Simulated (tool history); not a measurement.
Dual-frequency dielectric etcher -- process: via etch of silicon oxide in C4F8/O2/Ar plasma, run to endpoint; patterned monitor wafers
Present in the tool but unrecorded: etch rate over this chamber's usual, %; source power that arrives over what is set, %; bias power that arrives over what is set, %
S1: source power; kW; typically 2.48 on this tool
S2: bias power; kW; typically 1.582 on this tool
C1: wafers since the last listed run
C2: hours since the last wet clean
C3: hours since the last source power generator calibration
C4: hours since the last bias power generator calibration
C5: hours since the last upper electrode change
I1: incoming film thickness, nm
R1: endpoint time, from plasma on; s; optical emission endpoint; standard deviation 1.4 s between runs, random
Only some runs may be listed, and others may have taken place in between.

{"run": 1, "hour": 0.0, "S1": 2.48, "S2": 1.333, "C1": 0, "C2": 448.9, "C3": 738.3, "C4": 778.9, "C5": 4169.4, "I1": 2005.8, "R1": 408.1}
{"hour": 93.5, "done": "wet clean of the chamber"}
{"run": 2, "hour": 94.0, "S1": 2.48, "S2": 1.333, "C1": 236, "C2": 0.5, "C3": 832.3, "C4": 872.9, "C5": 4263.4, "I1": 2008.6, "R1": 394.4}
{"run": 3, "hour": 154.5, "S1": 2.48, "S2": 1.333, "C1": 204, "C2": 61, "C3": 892.8, "C4": 933.4, "C5": 4323.9, "I1": 2009.5, "R1": 397.8}
{"run": 4, "hour": 233.9, "S1": 2.67, "S2": 1.582, "C1": 268, "C2": 140.4, "C3": 972.2, "C4": 1012.8, "C5": 4403.3, "I1": 2016.6, "R1": 368.2}
{"run": 5, "hour": 465.7, "S1": 2.67, "S2": 1.582, "C1": 782, "C2": 372.2, "C3": 1204, "C4": 1244.6, "C5": 4635.1, "I1": 2025.7, "R1": 378.1}
{"run": 6, "hour": 505.7, "S1": 2.48, "S2": 1.582, "C1": 135, "C2": 412.2, "C3": 1244, "C4": 1284.6, "C5": 4675.1, "I1": 1999.4, "R1": 381.8}
{"run": 7, "hour": 586.7, "S1": 2.48, "S2": 1.582, "C1": 273, "C2": 493.2, "C3": 1325, "C4": 1365.6, "C5": 4756.1, "I1": 2015.6, "R1": 388.3}
{"run": 8, "hour": 661.3, "S1": 2.48, "S2": 1.471, "C1": 251, "C2": 567.8, "C3": 1399.6, "C4": 1440.2, "C5": 4830.7, "I1": 2044.4, "R1": 403.9}
{"hour": 725.3, "done": "wet clean of the chamber"}
{"run": 9, "hour": 732.5, "S1": 2.48, "S2": 1.471, "C1": 159, "C2": 7.2, "C3": 1470.8, "C4": 1511.4, "C5": 4901.9, "I1": 2016.8, "R1": 382.9}
{"run": 10, "hour": 810.3, "S1": 2.48, "S2": 1.471, "C1": 262, "C2": 85, "C3": 1548.6, "C4": 1589.2, "C5": 4979.7, "I1": 2002.6, "R1": 383.7}
{"run": 11, "hour": 896.5, "S1": 2.48, "S2": 1.582, "C1": 291, "C2": 171.2, "C3": 1634.8, "C4": 1675.4, "C5": 5065.9, "I1": 2021.1, "R1": 377.8}
{"run": 12, "hour": 957.7, "S1": 1.92, "S2": 1.937, "C1": 206, "C2": 232.4, "C3": 1696, "C4": 1736.6, "C5": 5127.1, "I1": 2006.5, "R1": 393.1}
{"hour": 1005.9, "done": "upper electrode replaced"}
{"run": 13, "hour": 1032.7, "S1": 2.71, "S2": 1.215, "C1": 172, "C2": 307.4, "C3": 1771, "C4": 1811.6, "C5": 26.8, "I1": 2018.8, "R1": 395.6}
{"run": 14, "hour": 1127.2, "S1": 2.48, "S2": 1.582, "C1": 319, "C2": 401.9, "C3": 1865.5, "C4": 1906.1, "C5": 121.3, "I1": 2027.3, "R1": 385.3}
{"run": 15, "hour": 1211.2, "S1": 2.48, "S2": 1.373, "C1": 283, "C2": 485.9, "C3": 1949.5, "C4": 1990.1, "C5": 205.3, "I1": 2022.6, "R1": 399.5}
{"hour": 1239.7, "done": "bias power generator calibrated"}
{"hour": 1246.6, "done": "source power generator calibrated"}
{"hour": 1293.0, "done": "wet clean of the chamber"}
{"run": 16, "hour": 1317.6, "S1": 2.27, "S2": 1.38, "C1": 251, "C2": 24.6, "C3": 71, "C4": 77.9, "C5": 311.7, "I1": 2027.2, "R1": 419.9}
{"run": 17, "hour": 1475.0, "S1": 2.96, "S2": 1.921, "C1": 531, "C2": 182, "C3": 228.4, "C4": 235.3, "C5": 469.1, "I1": 2015.2, "R1": 342.1}
{"run": 18, "hour": 1653.5, "S1": 2.48, "S2": 1.582, "C1": 602, "C2": 360.5, "C3": 406.9, "C4": 413.8, "C5": 647.6, "I1": 1994.1, "R1": 386}
{"run": 19, "hour": 1741.5, "S1": 2.03, "S2": 1.582, "C1": 297, "C2": 448.5, "C3": 494.9, "C4": 501.8, "C5": 735.6, "I1": 2017.3, "R1": 427.9}
{"run": 20, "hour": 1831.3, "S1": 2.23, "S2": 1.763, "C1": 303, "C2": 538.3, "C3": 584.7, "C4": 591.6, "C5": 825.4, "I1": 2015.6, "R1": 396.9}
{"hour": 1881.0, "done": "wet clean of the chamber"}
{"run": 21, "hour": 1882.3, "S1": 2.2, "S2": 1.582, "C1": 91, "C2": 1.3, "C3": 635.7, "C4": 642.6, "C5": 876.4, "I1": 2014.5, "R1": 399.5}

Measured result minus the same run's result without the hidden state. Both carry the same run-to-run variation, though not necessarily the same gauge scatter:
run=1 R1=+5.6
run=2 R1=-8.4
run=3 R1=-7.3
run=4 R1=-5.2
run=5 R1=-0.6
run=6 R1=+0.3
run=7 R1=+1.9
run=8 R1=+3.7
run=9 R1=-10.1
run=10 R1=-8.5
run=11 R1=-6.5
run=12 R1=-5.2
run=13 R1=-3.8
run=14 R1=-1.5
run=15 R1=+0.4
run=16 R1=+1.7
run=17 R1=+3.2
run=18 R1=+6.3
run=19 R1=+8.6
run=20 R1=+9.7
run=21 R1=-4.6

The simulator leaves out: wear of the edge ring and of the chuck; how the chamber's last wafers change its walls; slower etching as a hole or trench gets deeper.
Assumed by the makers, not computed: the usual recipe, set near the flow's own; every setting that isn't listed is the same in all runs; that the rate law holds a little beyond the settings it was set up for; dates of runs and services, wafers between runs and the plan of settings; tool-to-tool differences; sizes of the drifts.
